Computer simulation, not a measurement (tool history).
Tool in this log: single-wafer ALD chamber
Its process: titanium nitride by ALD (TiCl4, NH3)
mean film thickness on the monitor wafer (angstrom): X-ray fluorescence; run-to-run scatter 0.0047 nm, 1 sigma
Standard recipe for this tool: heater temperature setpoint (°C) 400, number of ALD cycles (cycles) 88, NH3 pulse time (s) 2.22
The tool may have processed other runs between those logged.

run,hour,heater temperature setpoint (°C),number of ALD cycles (cycles),NH3 pulse time (s),"read-back reference wafer on the same gauge, thickness_nm",mean film thickness on the monitor wafer (angstrom)
1,0.0,400,88,2.22,1.780,18.75
2,38.3,394,88,2.22,1.779,18.62
3,145.8,394,88,2.22,1.777,18.63
4,221.6,394,88,2.22,1.776,18.62
5,324.1,400,88,2.22,1.772,18.69
6,529.4,400,88,2.22,1.767,18.61
7,621.3,395,88,2.22,1.767,18.52
8,726.4,395,88,2.22,1.764,18.52
9,813.6,395,88,2.22,1.762,18.50
10,919.5,403,88,2.22,1.761,18.60
# hour 935.7: showerhead replaced
11,994.9,393,88,2.47,1.759,18.49
12,1051.1,393,88,2.47,1.758,18.40
13,1088.6,393,88,2.47,1.757,18.42
14,1172.2,407,88,2.22,1.754,18.56
# hour 1236.1: thermocouple changed; heater temperature recalibrated
15,1274.9,400,88,2.22,1.754,18.55
16,1361.4,400,88,2.22,1.752,18.49
# hour 1421.5: gauge calibrated
17,1433.4,400,74,1.93,1.797,15.85
18,1508.0,411,101,3.07,1.796,21.96
19,1611.0,393,88,2.47,1.792,18.85
20,1692.0,413,88,2.22,1.791,19.00
21,1789.1,400,88,2.22,1.789,18.90
22,2056.8,400,88,3.03,1.782,19.03

For run 23, what comes out?
23,2125.9,400,83,2.97,?,?

read-back reference wafer on the same gauge, thickness_nm: 1.783
mean film thickness on the monitor wafer (angstrom): 17.92
Had the tool carried no hidden state, the very same run would have given mean film thickness on the monitor wafer (angstrom) 18.00.
